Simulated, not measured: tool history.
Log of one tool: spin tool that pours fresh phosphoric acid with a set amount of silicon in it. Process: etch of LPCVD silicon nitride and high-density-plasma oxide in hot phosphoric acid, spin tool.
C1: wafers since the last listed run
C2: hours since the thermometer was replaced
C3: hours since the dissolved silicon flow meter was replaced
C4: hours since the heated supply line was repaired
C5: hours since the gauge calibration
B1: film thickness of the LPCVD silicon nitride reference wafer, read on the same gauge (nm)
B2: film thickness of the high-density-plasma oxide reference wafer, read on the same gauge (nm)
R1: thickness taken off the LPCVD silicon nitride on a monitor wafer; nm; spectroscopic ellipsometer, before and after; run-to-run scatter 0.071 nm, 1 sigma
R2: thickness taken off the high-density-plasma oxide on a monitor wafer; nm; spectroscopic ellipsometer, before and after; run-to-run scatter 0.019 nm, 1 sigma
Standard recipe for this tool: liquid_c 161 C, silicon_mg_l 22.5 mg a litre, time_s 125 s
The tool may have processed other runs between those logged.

Run 1, hour 0: usual settings but liquid_c 163 C, silicon_mg_l 31 mg a litre, time_s 160 s; C1 0; C2 87.9; C3 171.2; C4 1666.3; C5 1111.9; B1 139.99; B2 50.038. Result: R1 15.45 nm, R2 0.282 nm.
Run 2, hour 20.5: usual settings but liquid_c 158.5 C, silicon_mg_l 35.5 mg a litre; C1 200; C2 108.4; C3 191.7; C4 1686.8; C5 1132.4; B1 139.99; B2 49.998. Result: R1 10.42 nm, R2 0.129 nm.
At hour 36.1: gauge calibrated.
Run 3, hour 49.6: usual settings but liquid_c 163 C, silicon_mg_l 7.5 mg a litre; C1 284; C2 137.5; C3 220.8; C4 1715.9; C5 13.5; B1 140.01; B2 49.954. Result: R1 12.01 nm, R2 0.445 nm.
Run 4, hour 70.5: usual settings but liquid_c 159 C, silicon_mg_l 13.5 mg a litre; C1 204; C2 158.4; C3 241.7; C4 1736.8; C5 34.4; B1 140.01; B2 49.954. Result: R1 10.55 nm, R2 0.272 nm.
Run 5, hour 96.7: usual settings but silicon_mg_l 29.5 mg a litre; C1 256; C2 184.6; C3 267.9; C4 1763; C5 60.6; B1 140; B2 50.005. Result: R1 11.26 nm, R2 0.186 nm.
At hour 110.1: heated supply line repaired.
Run 6, hour 115.4: usual settings but liquid_c 163 C, silicon_mg_l 37.5 mg a litre; C1 173; C2 203.3; C3 286.6; C4 5.3; C5 79.3; B1 139.99; B2 50.026. Result: R1 12.83 nm, R2 0.172 nm.
Run 7, hour 141: usual settings but liquid_c 158 C, silicon_mg_l 6 mg a litre, time_s 60 s; C1 250; C2 228.9; C3 312.2; C4 30.9; C5 104.9; B1 139.99; B2 50.001. Result: R1 5.16 nm, R2 0.191 nm.
Run 8, hour 160: usual settings; C1 186; C2 247.9; C3 331.2; C4 49.9; C5 123.9; B1 140.02; B2 49.983. Result: R1 11.92 nm, R2 0.274 nm.
Run 9, hour 193.8: usual settings but liquid_c 158 C, silicon_mg_l 15 mg a litre, time_s 85 s; C1 330; C2 281.7; C3 365; C4 83.7; C5 157.7; B1 139.99; B2 49.954. Result: R1 7.3 nm, R2 0.191 nm.
Run 10, hour 227.8: usual settings; C1 332; C2 315.7; C3 399; C4 117.7; C5 191.7; B1 139.96; B2 50.009. Result: R1 11.8 nm, R2 0.278 nm.

What does the tool deliver on the next run?
Run 11, hour 263.6: usual settings; C1 350; C2 351.5; C3 434.8; C4 153.5; C5 227.5; B1 ?; B2 ?. Result: R1 ?, R2 ?.

B1: 139.97
B2: 50.047
R1: 11.94 nm
R2: 0.25 nm
On a tool with no hidden condition, and with the same random variation, this run would have come out at R1 12.01 nm, R2 0.253 nm.
